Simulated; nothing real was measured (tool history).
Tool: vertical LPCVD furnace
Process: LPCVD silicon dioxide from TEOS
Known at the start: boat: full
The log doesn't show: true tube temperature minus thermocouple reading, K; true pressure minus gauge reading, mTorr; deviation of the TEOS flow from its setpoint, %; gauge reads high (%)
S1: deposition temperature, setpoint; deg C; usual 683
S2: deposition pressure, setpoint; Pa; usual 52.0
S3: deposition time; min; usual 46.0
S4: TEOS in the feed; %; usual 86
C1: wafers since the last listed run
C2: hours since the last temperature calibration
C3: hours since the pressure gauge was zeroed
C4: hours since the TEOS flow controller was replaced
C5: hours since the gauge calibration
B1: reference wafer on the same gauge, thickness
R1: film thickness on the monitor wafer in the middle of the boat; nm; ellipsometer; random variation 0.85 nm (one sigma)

run 1 hour=0.0 | S1=680 S2=52.0 S3=33.5 S4=86 | C1=0 C2=2076.2 C3=4715.7 C4=5359.3 C5=318.7 | B1=257.27 | R1=207.90
run 2 hour=13.8 | S1=680 S2=52.0 S3=33.5 S4=86 | C1=156 C2=2090.0 C3=4729.5 C4=5373.1 C5=332.5 | B1=257.16 | R1=207.69
run 3 hour=25.9 | S1=680 S2=52.0 S3=33.5 S4=86 | C1=136 C2=2102.1 C3=4741.6 C4=5385.2 C5=344.6 | B1=256.98 | R1=207.64
run 4 hour=41.7 | S1=683 S2=52.0 S3=46.0 S4=86 | C1=178 C2=2117.9 C3=4757.4 C4=5401.0 C5=360.4 | B1=256.95 | R1=307.51
run 5 hour=59.3 | S1=683 S2=52.0 S3=46.0 S4=86 | C1=199 C2=2135.5 C3=4775.0 C4=5418.6 C5=378.0 | B1=256.92 | R1=309.19
run 6 hour=71.9 | S1=683 S2=52.0 S3=46.0 S4=86 | C1=142 C2=2148.1 C3=4787.6 C4=5431.2 C5=390.6 | B1=257.08 | R1=308.93
run 7 hour=83.0 | S1=683 S2=52.0 S3=46.0 S4=92 | C1=125 C2=2159.2 C3=4798.7 C4=5442.3 C5=401.7 | B1=256.53 | R1=319.86
run 8 hour=89.7 | S1=683 S2=52.0 S3=46.0 S4=92 | C1=75 C2=2165.9 C3=4805.4 C4=5449.0 C5=408.4 | B1=257.13 | R1=319.80
run 9 hour=105.4 | S1=683 S2=52.0 S3=46.0 S4=92 | C1=177 C2=2181.6 C3=4821.1 C4=5464.7 C5=424.1 | B1=256.95 | R1=319.68
run 10 hour=113.8 | S1=683 S2=52.0 S3=46.0 S4=86 | C1=95 C2=2190.0 C3=4829.5 C4=5473.1 C5=432.5 | B1=257.13 | R1=306.91
run 11 hour=124.8 | S1=683 S2=52.0 S3=46.0 S4=86 | C1=124 C2=2201.0 C3=4840.5 C4=5484.1 C5=443.5 | B1=257.02 | R1=307.05
-- hour=133.2 gauge calibrated
-- hour=154.5 TEOS flow controller replaced
run 12 hour=155.0 | S1=683 S2=52.0 S3=46.0 S4=86 | C1=70 C2=2231.2 C3=4870.7 C4=0.5 C5=21.8 | B1=256.95 | R1=308.52
run 13 hour=158.7 | S1=683 S2=52.0 S3=46.0 S4=86 | C1=41 C2=2234.9 C3=4874.4 C4=4.2 C5=25.5 | B1=257.25 | R1=310.07
run 14 hour=162.5 | S1=683 S2=52.0 S3=46.0 S4=86 | C1=43 C2=2238.7 C3=4878.2 C4=8.0 C5=29.3 | B1=256.82 | R1=310.06
run 15 hour=166.2 | S1=683 S2=52.0 S3=46.0 S4=86 | C1=41 C2=2242.4 C3=4881.9 C4=11.7 C5=33.0 | B1=256.71 | R1=309.30
run 16 hour=176.6 | S1=683 S2=58.7 S3=46.0 S4=86 | C1=117 C2=2252.8 C3=4892.3 C4=22.1 C5=43.4 | B1=257.17 | R1=331.35
run 17 hour=193.3 | S1=683 S2=44.7 S3=46.0 S4=86 | C1=189 C2=2269.5 C3=4909.0 C4=38.8 C5=60.1 | B1=256.99 | R1=287.45
run 18 hour=204.3 | S1=672 S2=59.3 S3=46.0 S4=86 | C1=124 C2=2280.5 C3=4920.0 C4=49.8 C5=71.1 | B1=257.06 | R1=254.33
run 19 hour=228.1 | S1=683 S2=46.7 S3=30.0 S4=86 | C1=269 C2=2304.3 C3=4943.8 C4=73.6 C5=94.9 | B1=257.28 | R1=191.54
run 20 hour=243.7 | S1=689 S2=52.0 S3=46.0 S4=76 | C1=176 C2=2319.9 C3=4959.4 C4=89.2 C5=110.5 | B1=257.02 | R1=338.05
run 21 hour=257.3 | S1=683 S2=58.0 S3=58.0 S4=97 | C1=153 C2=2333.5 C3=4973.0 C4=102.8 C5=124.1 | B1=256.87 | R1=439.61
-- hour=299.2 thermocouples replaced and temperature profile calibrated
-- hour=318.3 pressure gauge zeroed
run 22 hour=318.8 | S1=683 S2=52.0 S3=46.0 S4=86 | C1=208 C2=19.6 C3=0.5 C4=164.3 C5=185.6 | B1=256.95 | R1=286.09

Run 23 comes next. What will it give?
run 23 hour=322.5 | S1=683 S2=52.0 S3=46.0 S4=86 | C1=41 C2=23.3 C3=4.2 C4=168.0 C5=189.3 | B1=? | R1=?

{"run 23": {"B1": 256.96, "R1": 286.73}}
Without the tool's hidden state the same run would have given R1 283.30 nm.

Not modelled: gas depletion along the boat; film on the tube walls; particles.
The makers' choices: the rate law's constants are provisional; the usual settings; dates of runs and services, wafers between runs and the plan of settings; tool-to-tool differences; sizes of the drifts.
